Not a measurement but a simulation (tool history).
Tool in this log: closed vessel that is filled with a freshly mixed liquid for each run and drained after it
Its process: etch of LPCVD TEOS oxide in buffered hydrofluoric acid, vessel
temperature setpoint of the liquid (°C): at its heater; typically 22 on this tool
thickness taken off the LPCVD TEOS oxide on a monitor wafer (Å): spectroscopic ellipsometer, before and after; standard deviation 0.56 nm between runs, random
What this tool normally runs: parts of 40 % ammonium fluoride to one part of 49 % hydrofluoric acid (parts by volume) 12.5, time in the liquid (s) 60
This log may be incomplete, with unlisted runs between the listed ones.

run	hour	temperature setpoint of the liquid (°C)	parts of 40 % ammonium fluoride to one part of 49 % hydrofluoric acid (parts by volume)	time in the liquid (s)	wafers since the last listed run	hours since the thermometer was replaced	hours since the hydrofluoric acid flow meter was replaced	hours since the gauge calibration	read-back film thickness of the LPCVD TEOS oxide reference wafer, read on the same gauge (nm)	thickness taken off the LPCVD TEOS oxide on a monitor wafer (Å)
1	0	22	12.5	60	0	568.7	621.5	1019.7	79.99	1527.9
2	52.5	22	12.5	60	6764	621.2	674	1072.2	79.98	1521.4
3	108.2	22	12.5	60	7176	676.9	729.7	1127.9	79.98	1519.5
# hour 138.6: hydrofluoric acid flow meter replaced
4	175.4	22	12.5	60	8529	744.1	36.8	1195.1	79.99	1524.9
5	301.9	22	12.5	60	16298	870.6	163.3	1321.6	80.01	1522.6
6	358.5	25.5	12.5	60	7292	927.2	219.9	1378.2	80.04	1846.4
7	408.6	25.5	12.5	60	6454	977.3	270	1428.3	79.98	1836.8
8	452.7	25.5	12.5	60	5681	1021.4	314.1	1472.4	79.99	1836
# hour 503.8: thermometer replaced
9	522.5	22	12.5	60	8864	18.7	383.9	1542.2	79.99	1525.6
10	562.9	22	12.5	60	5205	59.1	424.3	1582.6	80.02	1512.2
11	605.8	22	12.5	60	5527	102	467.2	1625.5	80.01	1521.5
12	655.3	22	12.5	60	6377	151.5	516.7	1675	80.01	1521.1
13	725.5	22	12.5	60	9044	221.7	586.9	1745.2	79.99	1521.3
14	764.9	22	12.5	60	5076	261.1	626.3	1784.6	80.02	1516.1
15	794.5	19	12.5	60	3813	290.7	655.9	1814.2	79.99	1290.8
# hour 823.7: hydrofluoric acid flow meter replaced
16	853.8	20.5	15	60	7511	350	30.1	1873.5	80	1175.5
17	914.2	22	12.5	75	7782	410.4	90.5	1933.9	80	1893.9
# hour 922: gauge calibrated
18	941.6	22	12.5	60	3530	437.8	117.9	19.6	79.99	1521.2
19	1009.9	25	10.5	95	8799	506.1	186.2	87.9	79.96	3367.8
20	1071.5	17	10	75	7936	567.7	247.8	149.5	80.01	1781.2
21	1123.8	22	12.5	60	6738	620	300.1	201.8	80.01	1518.9
22	1153.9	22	12.5	60	3878	650.1	330.2	231.9	80	1513.6
23	1220.3	22	12.5	60	8555	716.5	396.6	298.3	79.99	1528
24	1271	19	17.5	70	6532	767.2	447.3	349	80	1072.2
25	1334.2	24	9.5	40	8142	830.4	510.5	412.2	80.02	1461.4
26	1399.8	22	12.5	60	8452	896	576.1	477.8	79.99	1525.9
27	1462.9	18.5	15	40	8129	959.1	639.2	540.9	80.02	697.4
28	1491.4	22	17	60	3671	987.6	667.7	569.4	80	1123.3
# hour 1520.8: hydrofluoric acid flow meter replaced
29	1536	26	12.5	60	5617	1032.2	15.2	614	80	1897.7
30	1585	22	12.5	60	6313	1081.2	64.2	663	80.01	1522.1
31	1638.7	24.5	14.5	60	6918	1134.9	117.9	716.7	79.98	1502.2
32	1698.9	17	14	70	7756	1195.1	178.1	776.9	80.01	1198.9
33	1757.7	27	12.5	75	7575	1253.9	236.9	835.7	79.99	2497.5
34	1786.3	25	11	70	3684	1282.5	265.5	864.3	79.98	2375

Forecast each of these 3 alternatives for the next run:
A	1787	20	12.5	60	90	1283.2	266.2	865	?	?
B	1787	24	14.5	45	90	1283.2	266.2	865	?	?
C	1787	22	12.5	45	90	1283.2	266.2	865	?	?

run	read-back film thickness of the LPCVD TEOS oxide reference wafer, read on the same gauge (nm)	thickness taken off the LPCVD TEOS oxide on a monitor wafer (Å)
A	80.03	1350.1
B	80.03	1092.2
C	80.03	1131.8
Take away the tool's hidden state, keep each run's random variation, and the runs would have read:
run	thickness taken off the LPCVD TEOS oxide on a monitor wafer (Å)
A	1350.1
B	1092.2
C	1131.8

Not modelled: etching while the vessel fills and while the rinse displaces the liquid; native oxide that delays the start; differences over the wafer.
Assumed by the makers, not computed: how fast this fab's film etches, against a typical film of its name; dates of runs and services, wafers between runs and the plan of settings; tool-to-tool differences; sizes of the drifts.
